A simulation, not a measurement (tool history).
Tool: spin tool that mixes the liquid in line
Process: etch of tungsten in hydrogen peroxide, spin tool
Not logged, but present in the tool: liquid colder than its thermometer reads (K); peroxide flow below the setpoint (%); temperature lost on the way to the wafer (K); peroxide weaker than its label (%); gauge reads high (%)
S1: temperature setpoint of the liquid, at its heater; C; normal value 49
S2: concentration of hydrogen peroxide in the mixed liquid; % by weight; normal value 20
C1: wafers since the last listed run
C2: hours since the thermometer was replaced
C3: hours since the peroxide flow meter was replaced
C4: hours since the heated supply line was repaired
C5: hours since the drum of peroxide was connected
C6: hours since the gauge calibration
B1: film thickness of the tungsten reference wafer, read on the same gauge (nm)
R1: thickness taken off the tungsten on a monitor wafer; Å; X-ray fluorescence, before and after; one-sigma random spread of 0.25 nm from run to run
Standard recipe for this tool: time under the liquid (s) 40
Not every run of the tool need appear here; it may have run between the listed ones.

Run 1, hour 0: usual settings; C1 0; C2 1761.1; C3 1244.4; C4 1457.3; C5 529.4; C6 105.3; B1 70. Result: R1 431.5 Å.
Run 2, hour 78.1: usual settings; C1 542; C2 1839.2; C3 1322.5; C4 1535.4; C5 607.5; C6 183.4; B1 70.01. Result: R1 429 Å.
Run 3, hour 174.3: usual settings; C1 668; C2 1935.4; C3 1418.7; C4 1631.6; C5 703.7; C6 279.6; B1 69.98. Result: R1 431.6 Å.
Run 4, hour 273.5: usual settings; C1 688; C2 2034.6; C3 1517.9; C4 1730.8; C5 802.9; C6 378.8; B1 69.97. Result: R1 435.1 Å.
Run 5, hour 548: usual settings but time under the liquid (s) 35; C1 1906; C2 2309.1; C3 1792.4; C4 2005.3; C5 1077.4; C6 653.3; B1 69.97. Result: R1 379.1 Å.
Run 6, hour 637.4: usual settings but S1 46 C, time under the liquid (s) 55; C1 620; C2 2398.5; C3 1881.8; C4 2094.7; C5 1166.8; C6 742.7; B1 70. Result: R1 486.4 Å.
At hour 706.4: gauge calibrated.
Run 7, hour 737: usual settings but S1 46 C, time under the liquid (s) 55; C1 691; C2 2498.1; C3 1981.4; C4 2194.3; C5 1266.4; C6 30.6; B1 70.04. Result: R1 491.4 Å.
At hour 770.9: peroxide flow meter replaced.
At hour 804.1: thermometer replaced.
Run 8, hour 839.3: usual settings but S1 43 C, S2 21.5 % by weight; C1 696; C2 35.2; C3 68.4; C4 2296.6; C5 1368.7; C6 132.9; B1 70. Result: R1 292.1 Å.
Run 9, hour 921.3: usual settings; C1 569; C2 117.2; C3 150.4; C4 2378.6; C5 1450.7; C6 214.9; B1 69.97. Result: R1 410.8 Å.
Run 10, hour 962.5: usual settings but S1 57.5 C; C1 286; C2 158.4; C3 191.6; C4 2419.8; C5 1491.9; C6 256.1; B1 70.04. Result: R1 679.9 Å.
At hour 978.9: heated supply line repaired.
At hour 994.5: new drum of peroxide connected.
At hour 1050.8: thermometer replaced, repeated, since the last time left the tool worse.
Run 11, hour 1092.1: usual settings but S1 55 C, time under the liquid (s) 60; C1 879; C2 41.3; C3 321.2; C4 113.2; C5 97.6; C6 385.7; B1 69.99. Result: R1 980.8 Å.
Run 12, hour 1143.6: usual settings but S1 52.5 C, time under the liquid (s) 30; C1 357; C2 92.8; C3 372.7; C4 164.7; C5 149.1; C6 437.2; B1 69.99. Result: R1 421.5 Å.
Run 13, hour 1229.7: usual settings but S1 55.5 C; C1 597; C2 178.9; C3 458.8; C4 250.8; C5 235.2; C6 523.3; B1 70.04. Result: R1 667.5 Å.
Run 14, hour 1291.3: usual settings but S1 59 C, S2 17.5 % by weight, time under the liquid (s) 20; C1 427; C2 240.5; C3 520.4; C4 312.4; C5 296.8; C6 584.9; B1 70.01. Result: R1 384.1 Å.

3 ways to go on from here, each from the tool as it stands after run 14. What would each give?
Run A, hour 1291.7: usual settings; C1 2; C2 240.9; C3 520.8; C4 312.8; C5 297.2; C6 585.3; B1 ?. Result: R1 ?.
Run B, hour 1291.7: usual settings but S2 17.5 % by weight, time under the liquid (s) 30; C1 2; C2 240.9; C3 520.8; C4 312.8; C5 297.2; C6 585.3; B1 ?. Result: R1 ?.
Run C, hour 1291.7: usual settings but S2 22 % by weight; C1 2; C2 240.9; C3 520.8; C4 312.8; C5 297.2; C6 585.3; B1 ?. Result: R1 ?.

run  B1     R1
  A  70  453.1
  B  70  317.9
  C  70  475.2
With the hidden condition removed and each run's random variation left untouched, the same runs would have given:
run     R1
  A  458.4
  B  321.6
  C  480.8
